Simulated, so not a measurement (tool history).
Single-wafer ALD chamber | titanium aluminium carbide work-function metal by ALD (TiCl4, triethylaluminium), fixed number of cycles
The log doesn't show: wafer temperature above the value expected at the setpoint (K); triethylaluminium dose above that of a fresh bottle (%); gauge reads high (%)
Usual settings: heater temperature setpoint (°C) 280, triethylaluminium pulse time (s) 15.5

run,hour,heater temperature setpoint (°C),triethylaluminium pulse time (s),wafers since the last listed run,hours since the last thermocouple change,hours since the last triethylaluminium bottle change,hours since the showerhead was replaced,hours since the gauge calibration,"read-back reference wafer on the same gauge, thickness_nm",mean film thickness on the monitor wafer (Å)
1,0,273,15.5,0,2550.6,949.8,4865.2,2134,1.631,18.81
2,40.4,280,19.12,231,2591,990.2,4905.6,2174.4,1.63,19.49
3,113.5,280,19.12,419,2664.1,1063.3,4978.7,2247.5,1.63,19.42
4,184.9,280,15.5,409,2735.5,1134.7,5050.1,2318.9,1.63,19.32
# hour 227.7: triethylaluminium bottle replaced
5,280.9,280,15.5,505,2831.5,53.2,5146.1,2414.9,1.63,19.34
# hour 335.8: thermocouple changed; heater temperature recalibrated
6,361.6,280,15.5,417,25.8,133.9,5226.8,2495.6,1.63,18.98
# hour 436.8: gauge calibrated
7,445.9,272,17.52,484,110.1,218.2,5311.1,9.1,1.629,18.39
8,550,280,11.84,597,214.2,322.3,5415.2,113.2,1.629,18.73
9,620.8,280,15.5,406,285,393.1,5486,184,1.631,19.03
10,694.2,280,15.5,421,358.4,466.5,5559.4,257.4,1.631,19.08
11,751.9,280,19.46,331,416.1,524.2,5617.1,315.1,1.63,19.2
12,843.9,280,19.46,528,508.1,616.2,5709.1,407.1,1.63,19.13
13,894,280,17.87,287,558.2,666.3,5759.2,457.2,1.631,19.15
14,998,287,10.94,597,662.2,770.3,5863.2,561.2,1.63,19.39
15,1035.4,267,17.54,214,699.6,807.7,5900.6,598.6,1.63,18.21
16,1084.7,269,19.43,283,748.9,857,5949.9,647.9,1.631,18.32
17,1126.5,275,21.09,239,790.7,898.8,5991.7,689.7,1.63,18.89
18,1162.7,295,9.86,207,826.9,935,6027.9,725.9,1.628,19.89
19,1224,268,19.03,351,888.2,996.3,6089.2,787.2,1.631,18.35
20,1312.9,284,10.72,510,977.1,1085.2,6178.1,876.1,1.629,19.16
# hour 1358.5: showerhead replaced, of another model than before
21,1359,280,15.5,218,1023.2,1131.3,0.5,922.2,1.631,19.26
22,1401.3,288,15.5,242,1065.5,1173.6,42.8,964.5,1.629,19.85
# hour 1467.5: triethylaluminium bottle replaced
23,1485,280,19.46,434,1149.2,17.5,126.5,1048.2,1.631,19.25
24,1578.1,280,15.5,534,1242.3,110.6,219.6,1141.3,1.628,19.31
25,1658.1,280,15.5,459,1322.3,190.6,299.6,1221.3,1.63,19.21
26,1764.5,266,21.04,610,1428.7,297,406,1327.7,1.631,18.3
27,1812.7,273,11.22,276,1476.9,345.2,454.2,1375.9,1.629,18.61
28,1883.1,270,15.5,404,1547.3,415.6,524.6,1446.3,1.629,18.47
29,1937.6,267,20.45,312,1601.8,470.1,579.1,1500.8,1.631,18.35
30,1991.1,268,20.33,307,1655.3,523.6,632.6,1554.3,1.631,18.47
31,2090.8,294,17.85,572,1755,623.3,732.3,1654,1.629,20.5
32,2127.9,280,15.5,213,1792.1,660.4,769.4,1691.1,1.63,19.36

The tool's hidden state at each run:
triethylaluminium dose above that of a fresh bottle (%): 0 in every run
gauge reads high (%): 0 in every run
H1: wafer temperature above the value expected at the setpoint (K)
run,H1
1,6.01
2,6.03
3,6.06
4,6.08
5,6.11
6,0.536
7,1.09
8,1.7
9,2.08
10,2.44
11,2.71
12,3.1
13,3.29
14,3.66
15,3.79
16,3.94
17,4.07
18,4.17
19,4.34
20,4.56
21,4.66
22,4.76
23,4.93
24,5.1
25,5.24
26,5.4
27,5.46
28,5.56
29,5.62
30,5.68
31,5.79
32,5.82
